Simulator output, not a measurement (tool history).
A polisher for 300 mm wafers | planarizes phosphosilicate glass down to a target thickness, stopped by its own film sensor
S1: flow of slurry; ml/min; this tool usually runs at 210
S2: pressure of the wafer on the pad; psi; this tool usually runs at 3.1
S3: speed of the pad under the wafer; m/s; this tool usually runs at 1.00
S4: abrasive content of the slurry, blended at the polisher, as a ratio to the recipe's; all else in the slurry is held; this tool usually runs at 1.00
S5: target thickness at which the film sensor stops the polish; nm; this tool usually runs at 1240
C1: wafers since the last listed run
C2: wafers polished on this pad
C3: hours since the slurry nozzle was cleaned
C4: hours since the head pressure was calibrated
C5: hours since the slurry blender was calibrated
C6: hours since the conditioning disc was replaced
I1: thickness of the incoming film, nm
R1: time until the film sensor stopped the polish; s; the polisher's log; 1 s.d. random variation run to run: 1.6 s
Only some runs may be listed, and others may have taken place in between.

| run | day | S1 | S2 | S3 | S4 | S5 | C1 | C2 | C3 | C4 | C5 | C6 | I1 | R1 |
|---|---|---|---|---|---|---|---|---|---|---|---|---|---|---|
| 1 | 0.000 | 210 | 3.1 | 1.00 | 1.15 | 1240 | 0 | 1100 | 123.2 | 535.9 | 471.1 | 245.5 | 1858.3 | 84.7 |
|  | 0.254 | worn pad replaced by a new one |
| 2 | 0.488 | 210 | 3.1 | 1.00 | 1.15 | 1240 | 93 | 67 | 134.9 | 547.6 | 482.8 | 257.2 | 1863.9 | 88.1 |
| 3 | 1.138 | 210 | 3.1 | 1.00 | 0.85 | 1325 | 188 | 256 | 150.5 | 563.2 | 498.4 | 272.8 | 1841.0 | 84.5 |
|  | 1.842 | slurry blender recalibrated |
| 4 | 1.862 | 210 | 3.1 | 1.00 | 1.00 | 1240 | 186 | 443 | 167.9 | 580.6 | 0.5 | 290.2 | 1854.9 | 95.7 |
|  | 2.092 | conditioning disc replaced and pad reconditioned |
| 5 | 2.517 | 210 | 3.1 | 1.00 | 0.85 | 1240 | 165 | 608 | 183.6 | 596.3 | 16.2 | 10.2 | 1859.6 | 83.5 |
| 6 | 3.071 | 210 | 3.1 | 1.00 | 0.85 | 1240 | 160 | 769 | 196.9 | 609.6 | 29.5 | 23.5 | 1873.7 | 86.7 |
| 7 | 3.750 | 210 | 2.3 | 1.10 | 1.00 | 1240 | 197 | 966 | 213.2 | 625.9 | 45.8 | 39.8 | 1860.8 | 87.8 |
| 8 | 4.129 | 210 | 3.1 | 1.00 | 1.00 | 1240 | 110 | 1077 | 222.3 | 635.0 | 54.9 | 48.9 | 1851.6 | 74.8 |
|  | 4.204 | slurry nozzle cleaned |
| 9 | 4.496 | 240 | 3.1 | 0.72 | 1.00 | 1097 | 94 | 1171 | 7.0 | 643.8 | 63.7 | 57.7 | 1840.3 | 113.1 |
|  | 4.650 | head pressure recalibrated |
|  | 4.700 | worn pad replaced by a new one, of another model than before |
| 10 | 5.138 | 165 | 3.1 | 1.00 | 1.00 | 1449 | 148 | 127 | 22.4 | 11.7 | 79.1 | 73.1 | 1871.7 | 57.5 |
| 11 | 5.642 | 210 | 3.1 | 1.00 | 1.10 | 1347 | 146 | 274 | 34.5 | 23.8 | 91.2 | 85.2 | 1880.1 | 66.3 |
| 12 | 6.275 | 210 | 3.9 | 1.30 | 1.15 | 1413 | 183 | 457 | 49.7 | 39.0 | 106.4 | 100.4 | 1862.3 | 42.4 |
| 13 | 7.012 | 260 | 3.1 | 0.88 | 1.10 | 1096 | 214 | 672 | 67.4 | 56.7 | 124.1 | 118.1 | 1870.0 | 94.4 |
| 14 | 7.512 | 210 | 3.1 | 1.32 | 1.10 | 1240 | 145 | 817 | 79.4 | 68.7 | 136.1 | 130.1 | 1876.2 | 69.6 |
| 15 | 8.258 | 210 | 3.1 | 1.00 | 1.00 | 1091 | 216 | 1033 | 97.3 | 86.6 | 154.0 | 148.0 | 1849.3 | 101.5 |
|  | 8.775 | worn pad replaced by a new one |
| 16 | 8.796 | 210 | 3.1 | 1.00 | 1.00 | 1240 | 107 | 6 | 110.2 | 99.5 | 166.9 | 160.9 | 1863.3 | 81.7 |
| 17 | 10.333 | 210 | 3.1 | 1.00 | 1.00 | 1240 | 446 | 452 | 147.1 | 136.4 | 203.8 | 197.8 | 1873.9 | 85.8 |
| 18 | 10.929 | 210 | 3.1 | 0.72 | 0.70 | 1240 | 173 | 625 | 161.4 | 150.7 | 218.1 | 212.1 | 1857.8 | 114.6 |
| 19 | 11.525 | 245 | 3.1 | 1.14 | 1.00 | 1158 | 173 | 798 | 175.7 | 165.0 | 232.4 | 226.4 | 1900.8 | 96.7 |
|  | 11.967 | conditioning disc replaced and pad reconditioned |
| 20 | 11.988 | 210 | 3.1 | 1.16 | 1.00 | 1370 | 110 | 908 | 186.8 | 176.1 | 243.5 | 0.5 | 1848.4 | 57.4 |
| 21 | 12.321 | 210 | 3.1 | 1.00 | 1.00 | 1240 | 96 | 1005 | 194.8 | 184.1 | 251.5 | 8.5 | 1878.4 | 80.8 |
| 22 | 12.658 | 245 | 3.1 | 1.00 | 1.00 | 1240 | 98 | 1103 | 202.9 | 192.2 | 259.6 | 16.6 | 1866.7 | 78.4 |
| 23 | 12.950 | 210 | 3.1 | 1.12 | 0.85 | 1240 | 84 | 1188 | 209.9 | 199.2 | 266.6 | 23.6 | 1829.4 | 78.3 |
|  | 13.171 | worn pad replaced by a new one |
| 24 | 13.592 | 210 | 3.1 | 1.00 | 0.85 | 1240 | 137 | 121 | 225.3 | 214.6 | 282.0 | 39.0 | 1878.7 | 85.6 |

Here are 5 independent what-if runs from the current tool condition. What would each one return?
| A | 13.608 | 210 | 3.1 | 1.00 | 1.00 | 1240 | 4 | 126 | 225.7 | 215.0 | 282.4 | 39.4 | 1875.6 | ? |
| B | 13.608 | 210 | 3.6 | 1.00 | 1.00 | 1156 | 4 | 126 | 225.7 | 215.0 | 282.4 | 39.4 | 1875.6 | ? |
| C | 13.608 | 210 | 3.1 | 1.14 | 0.80 | 1240 | 4 | 126 | 225.7 | 215.0 | 282.4 | 39.4 | 1875.6 | ? |
| D | 13.608 | 210 | 3.1 | 1.00 | 1.00 | 1155 | 4 | 126 | 225.7 | 215.0 | 282.4 | 39.4 | 1875.6 | ? |
| E | 13.608 | 235 | 3.1 | 1.28 | 1.00 | 1313 | 4 | 126 | 225.7 | 215.0 | 282.4 | 39.4 | 1875.6 | ? |

| run | R1 |
|---|---|
| A | 82.1 |
| B | 85.7 |
| C | 86.1 |
| D | 93.1 |
| E | 63.3 |
Without the tool's unlogged condition, the same runs would have read:
| run | R1 |
|---|---|
| A | 79.9 |
| B | 83.1 |
| C | 83.6 |
| D | 90.5 |
| E | 61.3 |
